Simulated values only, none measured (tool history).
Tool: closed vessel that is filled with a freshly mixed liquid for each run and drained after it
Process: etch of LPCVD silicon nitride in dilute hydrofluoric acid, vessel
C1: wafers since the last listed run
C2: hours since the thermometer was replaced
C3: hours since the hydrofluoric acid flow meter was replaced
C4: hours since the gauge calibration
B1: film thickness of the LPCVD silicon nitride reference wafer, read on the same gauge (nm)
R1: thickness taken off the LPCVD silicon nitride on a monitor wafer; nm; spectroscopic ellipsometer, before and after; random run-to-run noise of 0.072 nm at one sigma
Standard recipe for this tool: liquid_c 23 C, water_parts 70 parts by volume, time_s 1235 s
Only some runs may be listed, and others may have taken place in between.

{"run": 1, "hour": 0.0, "liquid_c": 23, "water_parts": 70, "time_s": 1235, "C1": 0, "C2": 2146.8, "C3": 816.5, "C4": 179, "B1": 130.02, "R1": 7.22}
{"run": 2, "hour": 23.3, "liquid_c": 23, "water_parts": 70, "time_s": 1235, "C1": 1387, "C2": 2170.1, "C3": 839.8, "C4": 202.3, "B1": 130.01, "R1": 7.23}
{"run": 3, "hour": 57.8, "liquid_c": 23, "water_parts": 70, "time_s": 1235, "C1": 2054, "C2": 2204.6, "C3": 874.3, "C4": 236.8, "B1": 130.01, "R1": 7.3}
{"run": 4, "hour": 85.9, "liquid_c": 23, "water_parts": 70, "time_s": 1235, "C1": 1673, "C2": 2232.7, "C3": 902.4, "C4": 264.9, "B1": 129.99, "R1": 7.26}
{"run": 5, "hour": 98.8, "liquid_c": 23, "water_parts": 70, "time_s": 1235, "C1": 768, "C2": 2245.6, "C3": 915.3, "C4": 277.8, "B1": 130, "R1": 7.02}
{"hour": 134.5, "done": "gauge calibrated"}
{"run": 6, "hour": 200.6, "liquid_c": 23, "water_parts": 70, "time_s": 1235, "C1": 6061, "C2": 2347.4, "C3": 1017.1, "C4": 66.1, "B1": 129.99, "R1": 7.15}
{"run": 7, "hour": 225.5, "liquid_c": 23, "water_parts": 65, "time_s": 910, "C1": 1482, "C2": 2372.3, "C3": 1042, "C4": 91, "B1": 130.02, "R1": 5.54}
{"run": 8, "hour": 246.2, "liquid_c": 23, "water_parts": 70, "time_s": 1235, "C1": 1232, "C2": 2393, "C3": 1062.7, "C4": 111.7, "B1": 130.02, "R1": 7.03}
{"hour": 264.9, "done": "thermometer replaced"}
{"run": 9, "hour": 279.4, "liquid_c": 23, "water_parts": 70, "time_s": 1235, "C1": 1917, "C2": 14.5, "C3": 1095.9, "C4": 144.9, "B1": 130.02, "R1": 7.05}
{"run": 10, "hour": 359.6, "liquid_c": 23, "water_parts": 70, "time_s": 1235, "C1": 4775, "C2": 94.7, "C3": 1176.1, "C4": 225.1, "B1": 130, "R1": 6.9}
{"hour": 365.2, "done": "hydrofluoric acid flow meter replaced"}
{"run": 11, "hour": 390.9, "liquid_c": 28, "water_parts": 85, "time_s": 600, "C1": 1804, "C2": 126, "C3": 25.7, "C4": 256.4, "B1": 129.95, "R1": 4.38}
{"run": 12, "hour": 425.8, "liquid_c": 19, "water_parts": 90, "time_s": 930, "C1": 2078, "C2": 160.9, "C3": 60.6, "C4": 291.3, "B1": 130, "R1": 3.5}
{"hour": 447.0, "done": "gauge calibrated"}
{"run": 13, "hour": 452.7, "liquid_c": 23, "water_parts": 70, "time_s": 1235, "C1": 1601, "C2": 187.8, "C3": 87.5, "C4": 5.7, "B1": 129.95, "R1": 7.7}
{"run": 14, "hour": 471.4, "liquid_c": 23, "water_parts": 70, "time_s": 520, "C1": 1113, "C2": 206.5, "C3": 106.2, "C4": 24.4, "B1": 130, "R1": 3.2}
{"run": 15, "hour": 485.9, "liquid_c": 24.5, "water_parts": 35, "time_s": 1235, "C1": 863, "C2": 221, "C3": 120.7, "C4": 38.9, "B1": 130, "R1": 16.79}
{"run": 16, "hour": 508.8, "liquid_c": 28, "water_parts": 85, "time_s": 600, "C1": 1363, "C2": 243.9, "C3": 143.6, "C4": 61.8, "B1": 129.97, "R1": 4.38}
{"run": 17, "hour": 534.0, "liquid_c": 27.5, "water_parts": 95, "time_s": 1970, "C1": 1500, "C2": 269.1, "C3": 168.8, "C4": 87, "B1": 130, "R1": 12.3}
{"run": 18, "hour": 554.7, "liquid_c": 23, "water_parts": 70, "time_s": 1235, "C1": 1232, "C2": 289.8, "C3": 189.5, "C4": 107.7, "B1": 129.99, "R1": 7.58}
{"run": 19, "hour": 577.8, "liquid_c": 23, "water_parts": 70, "time_s": 1235, "C1": 1375, "C2": 312.9, "C3": 212.6, "C4": 130.8, "B1": 130.01, "R1": 7.78}
{"run": 20, "hour": 602.5, "liquid_c": 18, "water_parts": 90, "time_s": 805, "C1": 1470, "C2": 337.6, "C3": 237.3, "C4": 155.5, "B1": 129.95, "R1": 2.82}

Run-by-run hidden state of the tool:
liquid colder than its thermometer reads (K): 0 on each run
gauge reads high (%): 0 on each run
H1: hydrofluoric acid flow below the setpoint (%)
run=1 H1=8.43
run=2 H1=8.64
run=3 H1=8.96
run=4 H1=9.21
run=5 H1=9.33
run=6 H1=10.3
run=7 H1=10.5
run=8 H1=10.7
run=9 H1=11
run=10 H1=11.7
run=11 H1=0.558
run=12 H1=0.879
run=13 H1=1.13
run=14 H1=1.3
run=15 H1=1.43
run=16 H1=1.64
run=17 H1=1.87
run=18 H1=2.06
run=19 H1=2.27
run=20 H1=2.5
